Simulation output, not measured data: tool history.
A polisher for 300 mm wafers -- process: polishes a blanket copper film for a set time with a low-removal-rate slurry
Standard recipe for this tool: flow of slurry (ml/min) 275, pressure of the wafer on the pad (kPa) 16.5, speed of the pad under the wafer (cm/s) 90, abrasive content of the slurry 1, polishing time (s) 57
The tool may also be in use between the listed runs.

run,hour,flow of slurry (ml/min),pressure of the wafer on the pad (kPa),speed of the pad under the wafer (cm/s),abrasive content of the slurry,polishing time (s),wafers since the last listed run,wafers polished on this pad,hours since the slurry nozzle was cleaned,hours since the head pressure was calibrated,hours since the slurry blender was calibrated,"incoming thickness of the incoming film, nm",film removed (angstrom)
1,0,275,16.5,90,1.05,57,0,2860,734.8,118.3,464.2,1272.8,1200
# hour 43.9: slurry nozzle cleaned
2,102.8,275,16.5,90,0.85,57,1283,4144,58.9,221.1,567,1289.2,1238
3,160.5,275,16.5,90,0.85,57,727,4871,116.6,278.8,624.7,1283.8,1216
4,251.9,275,16.5,90,0.85,57,1152,6024,208,370.2,716.1,1269,1228
# hour 256.8: slurry blender recalibrated
5,336.6,275,16.5,70,1,57,1042,7066,292.7,454.9,79.8,1297.8,1010
6,373.1,210,16.5,90,0.95,57,460,7527,329.2,491.4,116.3,1289.1,1227
# hour 442: worn pad replaced by a new one, of another model than before
7,461.6,275,16.5,90,1,57,1065,246,417.7,579.9,204.8,1294.3,1254
8,549.1,275,16.5,90,1,57,1103,1349,505.2,667.4,292.3,1286.5,1262
9,613.3,275,16.5,90,0.85,57,809,2159,569.4,731.6,356.5,1280.2,1219
# hour 618.9: head pressure recalibrated
# hour 623.6: slurry nozzle cleaned
10,652.7,275,16.5,90,1,57,458,2618,29.1,33.8,395.9,1300,1288
11,731.7,275,16.5,108,0.8,57,996,3614,108.1,112.8,474.9,1287.1,1375
12,828.5,275,16.5,90,1,57,1220,4834,204.9,209.6,571.7,1301.2,1248
13,904.2,275,18.6,100,1,76,954,5789,280.6,285.3,647.4,1303.1,1979
14,1008.6,335,16.5,70,1,39,1316,7105,385,389.7,751.8,1299.5,723
# hour 1013.5: slurry blender recalibrated
15,1101.8,275,16.5,90,0.85,57,1149,8255,478.2,482.9,88.3,1298.8,1187

Run 16, settings as shown, results not yet in. Your forecast:
16,1150,275,16.5,90,0.75,57,607,8863,526.4,531.1,136.5,1294.4,?

film removed (angstrom): 1182
Without the tool's hidden state the same run would have given film removed (angstrom) 1196.
